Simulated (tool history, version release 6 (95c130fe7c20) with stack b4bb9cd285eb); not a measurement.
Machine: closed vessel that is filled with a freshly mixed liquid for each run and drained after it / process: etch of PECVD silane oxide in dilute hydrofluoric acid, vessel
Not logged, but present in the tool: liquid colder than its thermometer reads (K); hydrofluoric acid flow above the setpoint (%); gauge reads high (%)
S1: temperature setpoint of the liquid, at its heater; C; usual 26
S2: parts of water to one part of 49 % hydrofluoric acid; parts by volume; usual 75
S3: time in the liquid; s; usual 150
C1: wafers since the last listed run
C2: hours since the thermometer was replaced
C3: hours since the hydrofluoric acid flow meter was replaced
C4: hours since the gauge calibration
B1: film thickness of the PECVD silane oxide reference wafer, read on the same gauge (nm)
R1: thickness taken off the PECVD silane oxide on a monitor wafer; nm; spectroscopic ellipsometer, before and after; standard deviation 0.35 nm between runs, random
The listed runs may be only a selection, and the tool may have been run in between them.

run	day	S1	S2	S3	C1	C2	C3	C4	B1	R1
1	0	26	75	150	0	1183.5	412	218.3	100	38.03
2	1.483	26	75	150	3488	1219.1	447.6	253.9	100	37.65
3	3.412	26	75	150	4537	1265.4	493.9	300.2	100.02	37.73
4	4.992	26	75	150	3714	1303.3	531.8	338.1	100.01	37.25
5	6.021	26	75	150	2420	1328	556.5	362.8	99.99	37.99
6	7.333	26	75	150	3086	1359.5	588	394.3	100.04	37.62
# day 7.633: hydrofluoric acid flow meter replaced
7	9.792	26	75	150	5683	1418.5	51.8	453.3	99.98	37.42
8	12.492	26	75	150	6350	1483.3	116.6	518.1	100.02	37.07
# day 14.796: thermometer replaced
9	15.417	28	75	150	6781	14.9	186.8	588.3	100	44.31
10	17.892	28	75	150	5820	74.3	246.2	647.7	100	44.63
11	19.396	26	75	150	3537	110.4	282.3	683.8	99.98	41
# day 19.438: gauge calibrated
12	22.312	28	110	105	6859	180.4	352.3	69	99.98	19.9
13	24.95	21.5	75	150	6203	243.7	415.6	132.3	100.01	34.2
# day 30.633: hydrofluoric acid flow meter replaced
14	31.971	26	75	230	16414	412.2	32.1	300.8	100.02	62.12
15	32.988	26	75	185	2391	436.6	56.5	325.2	99.99	50.41
16	34.025	26	75	150	2440	461.5	81.4	350.1	100	40.07
17	36.921	23	110	235	6810	531	150.9	419.6	100.01	36.89
18	39.371	29.5	90	150	5762	589.8	209.7	478.4	100	37.2
# day 41.833: gauge calibrated
19	42.117	26	65	150	6457	655.7	275.6	6.8	99.99	46.15
20	43.4	26	100	195	3018	686.5	306.4	37.6	100.02	37.85

Forecast each of these 5 alternatives for the next run:
A	43.429	26	75	150	68	687.2	307.1	38.3	?	?
B	43.429	28.5	75	210	68	687.2	307.1	38.3	?	?
C	43.429	22	105	150	68	687.2	307.1	38.3	?	?
D	43.429	26	75	75	68	687.2	307.1	38.3	?	?
E	43.429	26	100	215	68	687.2	307.1	38.3	?	?

run	B1	R1
A	99.97	40.23
B	99.97	62.18
C	99.97	23.58
D	99.97	20.11
E	99.97	41.88
Without the tool's unlogged condition, the same runs would have read:
run	R1
A	41.83
B	64.6
C	24.53
D	20.92
E	43.52
